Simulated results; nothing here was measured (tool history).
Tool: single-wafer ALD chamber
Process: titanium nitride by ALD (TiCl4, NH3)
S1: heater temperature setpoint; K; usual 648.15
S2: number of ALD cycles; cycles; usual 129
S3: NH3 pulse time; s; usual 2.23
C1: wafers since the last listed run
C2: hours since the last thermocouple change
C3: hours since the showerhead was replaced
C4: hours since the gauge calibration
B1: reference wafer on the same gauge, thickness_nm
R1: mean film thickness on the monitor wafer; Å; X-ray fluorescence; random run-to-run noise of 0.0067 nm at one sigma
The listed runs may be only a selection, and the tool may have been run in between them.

run 1 day=0 | S1=648.15 S2=129 S3=2.23 | C1=0 C2=1360.7 C3=1407.1 C4=3390.2 | B1=2.71 | R1=27.23
run 2 day=2.996 | S1=648.15 S2=129 S3=2.23 | C1=102 C2=1432.6 C3=1479 C4=3462.1 | B1=2.709 | R1=27.35
run 3 day=6.45 | S1=648.15 S2=129 S3=2.23 | C1=117 C2=1515.5 C3=1561.9 C4=3545 | B1=2.706 | R1=27.3
run 4 day=18.604 | S1=648.15 S2=129 S3=2.23 | C1=414 C2=1807.2 C3=1853.6 C4=3836.7 | B1=2.709 | R1=27.23
run 5 day=21.262 | S1=648.15 S2=129 S3=2.03 | C1=90 C2=1871 C3=1917.4 C4=3900.5 | B1=2.709 | R1=27.1
run 6 day=23.779 | S1=648.15 S2=129 S3=2.23 | C1=85 C2=1931.4 C3=1977.8 C4=3960.9 | B1=2.709 | R1=27.26
run 7 day=25.892 | S1=648.15 S2=129 S3=2.23 | C1=72 C2=1982.1 C3=2028.5 C4=4011.6 | B1=2.708 | R1=27.3
run 8 day=30.371 | S1=648.15 S2=129 S3=2.23 | C1=152 C2=2089.6 C3=2136 C4=4119.1 | B1=2.71 | R1=27.34
run 9 day=32.033 | S1=648.15 S2=129 S3=2.23 | C1=56 C2=2129.5 C3=2175.9 C4=4159 | B1=2.71 | R1=27.21
-- day=34.671 thermocouple changed; heater temperature recalibrated
run 10 day=34.692 | S1=648.15 S2=129 S3=2.23 | C1=79 C2=0.5 C3=2239.7 C4=4222.8 | B1=2.709 | R1=27.26
run 11 day=38.596 | S1=648.15 S2=129 S3=2.23 | C1=133 C2=94.2 C3=2333.4 C4=4316.5 | B1=2.708 | R1=27.31
run 12 day=40.971 | S1=648.15 S2=112 S3=2.23 | C1=81 C2=151.2 C3=2390.4 C4=4373.5 | B1=2.711 | R1=23.69
run 13 day=42.958 | S1=648.15 S2=112 S3=2.23 | C1=67 C2=198.9 C3=2438.1 C4=4421.2 | B1=2.71 | R1=23.66
run 14 day=46.079 | S1=648.15 S2=129 S3=2.23 | C1=106 C2=273.8 C3=2513 C4=4496.1 | B1=2.709 | R1=27.2
run 15 day=58.746 | S1=648.15 S2=129 S3=2.23 | C1=432 C2=577.8 C3=2817 C4=4800.1 | B1=2.711 | R1=27.12
run 16 day=63.058 | S1=648.15 S2=129 S3=2.23 | C1=147 C2=681.3 C3=2920.5 C4=4903.6 | B1=2.711 | R1=27.22
run 17 day=64.792 | S1=648.15 S2=139 S3=1.88 | C1=59 C2=722.9 C3=2962.1 C4=4945.2 | B1=2.713 | R1=29.28
run 18 day=67.104 | S1=635.15 S2=152 S3=1.77 | C1=78 C2=778.4 C3=3017.6 C4=5000.7 | B1=2.71 | R1=30.89
-- day=70.138 gauge calibrated
run 19 day=70.204 | S1=662.15 S2=150 S3=2.23 | C1=105 C2=852.8 C3=3092 C4=1.6 | B1=2.677 | R1=31.69
run 20 day=74.4 | S1=648.15 S2=129 S3=2.23 | C1=143 C2=953.5 C3=3192.7 C4=102.3 | B1=2.68 | R1=26.86
run 21 day=77.792 | S1=654.15 S2=138 S3=2.23 | C1=115 C2=1034.9 C3=3274.1 C4=183.7 | B1=2.682 | R1=28.91
run 22 day=79.333 | S1=639.15 S2=129 S3=2.23 | C1=52 C2=1071.9 C3=3311.1 C4=220.7 | B1=2.683 | R1=26.4
run 23 day=82.458 | S1=635.15 S2=152 S3=1.77 | C1=106 C2=1146.9 C3=3386.1 C4=295.7 | B1=2.683 | R1=30.41
run 24 day=85.317 | S1=648.15 S2=129 S3=2.23 | C1=97 C2=1215.5 C3=3454.7 C4=364.3 | B1=2.687 | R1=27.03
run 25 day=88.117 | S1=648.15 S2=129 S3=2.93 | C1=95 C2=1282.7 C3=3521.9 C4=431.5 | B1=2.685 | R1=27.33
run 26 day=91.696 | S1=644.15 S2=129 S3=2.23 | C1=122 C2=1368.6 C3=3607.8 C4=517.4 | B1=2.686 | R1=26.75
run 27 day=93.792 | S1=658.15 S2=145 S3=1.91 | C1=71 C2=1418.9 C3=3658.1 C4=567.7 | B1=2.687 | R1=30.45
run 28 day=97.458 | S1=642.15 S2=129 S3=1.47 | C1=125 C2=1506.9 C3=3746.1 C4=655.7 | B1=2.689 | R1=26.18
run 29 day=100.221 | S1=648.15 S2=129 S3=2.23 | C1=94 C2=1573.2 C3=3812.4 C4=722 | B1=2.69 | R1=27.09
run 30 day=101.917 | S1=648.15 S2=129 S3=2.54 | C1=57 C2=1613.9 C3=3853.1 C4=762.7 | B1=2.692 | R1=27.28
run 31 day=104.775 | S1=648.15 S2=129 S3=2.23 | C1=97 C2=1682.5 C3=3921.7 C4=831.3 | B1=2.691 | R1=27.1
run 32 day=108.617 | S1=642.15 S2=149 S3=2.79 | C1=131 C2=1774.7 C3=4013.9 C4=923.5 | B1=2.694 | R1=31.25
-- day=114.192 showerhead replaced
run 33 day=119.008 | S1=642.15 S2=129 S3=2.71 | C1=343 C2=2024.1 C3=115.6 C4=1172.9 | B1=2.694 | R1=27.06
run 34 day=123.496 | S1=648.15 S2=129 S3=2.23 | C1=153 C2=2131.8 C3=223.3 C4=1280.6 | B1=2.695 | R1=27.21
-- day=126.208 thermocouple changed; heater temperature recalibrated
run 35 day=126.229 | S1=636.15 S2=120 S3=1.37 | C1=81 C2=0.5 C3=288.9 C4=1346.2 | B1=2.697 | R1=24.06
run 36 day=128.296 | S1=661.15 S2=109 S3=2.23 | C1=70 C2=50.1 C3=338.5 C4=1395.8 | B1=2.699 | R1=23.22
run 37 day=134.238 | S1=648.15 S2=129 S3=2.79 | C1=202 C2=192.7 C3=481.1 C4=1538.4 | B1=2.698 | R1=27.51
run 38 day=136.817 | S1=636.15 S2=150 S3=3.01 | C1=88 C2=254.6 C3=543 C4=1600.3 | B1=2.701 | R1=31.29
run 39 day=146.796 | S1=648.15 S2=129 S3=2.23 | C1=340 C2=494.1 C3=782.5 C4=1839.8 | B1=2.701 | R1=27.17
run 40 day=151.233 | S1=648.15 S2=129 S3=2.23 | C1=151 C2=600.6 C3=889 C4=1946.3 | B1=2.703 | R1=27.17

Across each entry between runs, compare the hidden state at the last listed run before it with the hidden state at the first listed run after it:
Between runs 9 and 10: thermocouple changed; heater temperature recalibrated (day 34.671)
  both runs share identical hidden conditions
  measured value less the no-hidden-state value, R1: +0.3 -> +0.3 Å
Between runs 18 and 19: gauge calibrated (day 70.138)
  gauge reads high (%): 1.16 -> -0.0722
  measured value less the no-hidden-state value, R1: +0.35 -> -0.02 Å
Between runs 32 and 33: showerhead replaced (day 114.192)
  gauge reads high (%): 0.474 -> 0.575
  measured value less the no-hidden-state value, R1: +0.15 -> +0.16 Å
Between runs 34 and 35: thermocouple changed; heater temperature recalibrated (day 126.208)
  gauge reads high (%): 0.615 -> 0.637
  measured value less the no-hidden-state value, R1: +0.17 -> +0.15 Å
